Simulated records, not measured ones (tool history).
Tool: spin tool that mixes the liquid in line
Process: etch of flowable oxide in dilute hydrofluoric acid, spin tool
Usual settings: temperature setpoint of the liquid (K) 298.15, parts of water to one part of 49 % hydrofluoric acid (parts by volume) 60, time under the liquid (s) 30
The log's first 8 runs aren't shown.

run,hour,temperature setpoint of the liquid (K),parts of water to one part of 49 % hydrofluoric acid (parts by volume),time under the liquid (s),"read-back film thickness of the flowable oxide reference wafer, read on the same gauge (nm)",thickness taken off the flowable oxide on a monitor wafer (angstrom)
9,130.8,298.15,60,30,69.99,355
# hour 133.4: hydrofluoric acid flow meter replaced
10,137.6,301.65,60,30,70.02,450.1
11,150.5,301.65,60,30,70.01,450.9
12,158.9,301.65,60,30,70.02,450.5
# hour 163: thermometer replaced
13,173.9,298.15,70,30,70.01,297.5
14,180.4,298.15,70,30,69.99,297.8
15,190.9,298.15,70,30,70,297.2
16,206.1,298.15,60,30,70,351.8
17,247.8,298.15,30,30,69.98,730.6
18,261.2,298.15,45,30,69.97,477.8
19,274.4,298.15,60,30,69.98,348.4
20,286.9,300.65,60,30,70.01,386.7
21,300.1,298.15,60,30,70,350.2
22,316.7,298.15,60,30,69.97,345.4
# hour 330.4: gauge calibrated
23,332.2,295.15,35,40,70,728.3
24,348.9,295.65,40,40,70.01,639.2
25,366.2,302.15,35,15,69.99,359.9
26,383.4,301.15,60,30,69.98,391.1

Run 27 comes next. What will it give?
27,390.4,298.15,60,30,?,?

{"run 27": {"read-back film thickness of the flowable oxide reference wafer, read on the same gauge (nm)": 70, "thickness taken off the flowable oxide on a monitor wafer (angstrom)": 346.9}}
Without the tool's hidden state the same run would have given thickness taken off the flowable oxide on a monitor wafer (angstrom) 349.9.
